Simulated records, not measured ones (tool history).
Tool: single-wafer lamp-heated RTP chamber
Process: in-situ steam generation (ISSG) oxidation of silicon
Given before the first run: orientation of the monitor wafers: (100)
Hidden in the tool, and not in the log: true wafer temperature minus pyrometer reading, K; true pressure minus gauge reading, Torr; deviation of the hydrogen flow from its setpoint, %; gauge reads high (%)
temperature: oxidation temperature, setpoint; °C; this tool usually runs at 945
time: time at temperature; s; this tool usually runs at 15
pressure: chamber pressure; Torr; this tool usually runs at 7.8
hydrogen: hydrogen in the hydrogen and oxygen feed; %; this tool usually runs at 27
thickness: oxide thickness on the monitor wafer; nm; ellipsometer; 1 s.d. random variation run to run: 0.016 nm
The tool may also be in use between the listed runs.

run     day  temperature  time  pressure  hydrogen  wafers since the last listed run  wafers since the last pyrometer calibration  hours since the pressure gauge was zeroed  hours since the hydrogen flow controller was replaced  hours since the gauge calibration  read-back reference wafer on the same gauge, thickness  thickness
  1   0.000          945    17       7.8        27                                 0                                          344                                     2406.5                                                   25.4                              739.8                                                   3.910      4.457
  2   1.833          945    15       7.8        27                               325                                          669                                     2450.5                                                   69.4                              783.8                                                   3.909      4.265
  3   4.238          945    15       7.8        27                               426                                         1095                                     2508.2                                                  127.1                              841.5                                                   3.910      4.263
  4   7.171          945    15       7.8        27                               520                                         1616                                     2578.6                                                  197.5                              911.9                                                   3.912      4.287
  5   9.388          945    15       7.8        27                               393                                         2009                                     2631.8                                                  250.7                              965.1                                                   3.908      4.281
  6  10.967          945    15       7.8        27                               280                                         2289                                     2669.7                                                  288.6                             1003.0                                                   3.914      4.269
  7  12.479          945    15       7.8        27                               268                                         2557                                     2706.0                                                  324.9                             1039.3                                                   3.912      4.285
  8  14.571          945    15       7.8        27                               371                                         2928                                     2756.2                                                  375.1                             1089.5                                                   3.912      4.295
  9  17.250          945    15       7.8        27                               475                                         3404                                     2820.5                                                  439.4                             1153.8                                                   3.910      4.281
 10  19.400          964    11       7.8        27                               381                                         3785                                     2872.1                                                  491.0                             1205.4                                                   3.909      4.034
 11  22.375          938     9       7.8        27                               527                                         4313                                     2943.5                                                  562.4                             1276.8                                                   3.909      3.514
 12  27.867          945    15       7.8        27                               974                                         5287                                     3075.3                                                  694.2                             1408.6                                                   3.909      4.322
 13  29.371          945    15       7.8        27                               266                                         5554                                     3111.4                                                  730.3                             1444.7                                                   3.908      4.331
 14  31.962          954    17       7.2        22                               459                                         6014                                     3173.6                                                  792.5                             1506.9                                                   3.908      4.398
     33.925  -- pyrometer window cleaned and pyrometer calibrated
 15  34.754          934    10       6.9        32                               436                                          147                                     3240.6                                                  859.5                             1573.9                                                   3.902      3.788
 16  36.421          945    15       7.8        31                               295                                          443                                     3280.6                                                  899.5                             1613.9                                                   3.911      4.412
 17  38.196          945    18       7.8        30                               314                                          757                                     3323.2                                                  942.1                             1656.5                                                   3.911      4.698

Run 18 has not been measured yet. What should we expect?
 18  45.975          945    15       7.8        27                              1379                                         2137                                     3509.9                                                 1128.8                             1843.2                                                       ?          ?

For run 18 the tool returned read-back reference wafer on the same gauge, thickness 3.909, thickness 4.286 nm.
With no hidden state in the tool, this same run would have given thickness 4.262 nm.

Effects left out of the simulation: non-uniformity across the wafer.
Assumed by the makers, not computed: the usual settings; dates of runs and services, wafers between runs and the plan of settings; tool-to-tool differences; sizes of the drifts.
